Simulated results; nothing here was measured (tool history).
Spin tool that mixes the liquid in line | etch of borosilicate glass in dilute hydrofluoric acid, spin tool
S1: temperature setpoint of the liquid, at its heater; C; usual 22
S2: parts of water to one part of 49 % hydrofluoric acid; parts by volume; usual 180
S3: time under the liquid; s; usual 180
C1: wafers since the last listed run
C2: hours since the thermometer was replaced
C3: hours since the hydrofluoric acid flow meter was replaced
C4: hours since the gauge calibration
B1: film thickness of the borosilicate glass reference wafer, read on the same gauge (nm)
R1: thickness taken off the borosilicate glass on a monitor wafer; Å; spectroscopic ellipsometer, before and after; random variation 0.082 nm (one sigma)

| run | hour | S1 | S2 | S3 | C1 | C2 | C3 | C4 | B1 | R1 |
|---|---|---|---|---|---|---|---|---|---|---|
| 1 | 0 | 22 | 180 | 180 | 0 | 1022.7 | 1296.9 | 74 | 60.01 | 209.1 |
| 2 | 12.8 | 22 | 180 | 180 | 65 | 1035.5 | 1309.7 | 86.8 | 59.97 | 207.7 |
| 3 | 22.1 | 20.5 | 180 | 95 | 47 | 1044.8 | 1319 | 96.1 | 60 | 103.6 |
| 4 | 31.3 | 20.5 | 180 | 95 | 47 | 1054 | 1328.2 | 105.3 | 60.02 | 102.8 |
| 5 | 38.7 | 20.5 | 180 | 95 | 37 | 1061.4 | 1335.6 | 112.7 | 59.98 | 103.6 |
| 6 | 47.4 | 22 | 180 | 180 | 44 | 1070.1 | 1344.3 | 121.4 | 60.01 | 206.1 |
|  | 49.1 | gauge calibrated |
|  | 58.2 | hydrofluoric acid flow meter replaced |
| 7 | 60.8 | 22 | 180 | 180 | 63 | 1083.5 | 2.6 | 11.7 | 60 | 238 |
| 8 | 75.8 | 19 | 90 | 180 | 76 | 1098.5 | 17.6 | 26.7 | 60 | 466.1 |
| 9 | 89.7 | 20 | 180 | 145 | 71 | 1112.4 | 31.5 | 40.6 | 60 | 177.5 |
| 10 | 104.4 | 20.5 | 90 | 135 | 75 | 1127.1 | 46.2 | 55.3 | 59.99 | 370.1 |
| 11 | 110.4 | 23.5 | 180 | 180 | 30 | 1133.1 | 52.2 | 61.3 | 60.01 | 251.3 |
|  | 116.9 | thermometer replaced |
| 12 | 123.9 | 22 | 180 | 180 | 64 | 7 | 65.7 | 74.8 | 59.98 | 236.6 |
| 13 | 141.4 | 22 | 95 | 235 | 89 | 24.5 | 83.2 | 92.3 | 59.99 | 644.8 |
| 14 | 154.6 | 25 | 180 | 180 | 67 | 37.7 | 96.4 | 105.5 | 59.98 | 263.5 |

3 ways to go on from here, each from the tool as it stands after run 14. What would each give?
| A | 155.1 | 22 | 180 | 180 | 2 | 38.2 | 96.9 | 106 | ? | ? |
| B | 155.1 | 23.5 | 230 | 125 | 2 | 38.2 | 96.9 | 106 | ? | ? |
| C | 155.1 | 22 | 120 | 225 | 2 | 38.2 | 96.9 | 106 | ? | ? |

| run | B1 | R1 |
|---|---|---|
| A | 59.98 | 234.8 |
| B | 59.98 | 128 |
| C | 59.98 | 470.3 |
Without the tool's hidden state the same runs would have given:
| run | R1 |
|---|---|
| A | 238.7 |
| B | 130.3 |
| C | 477.9 |
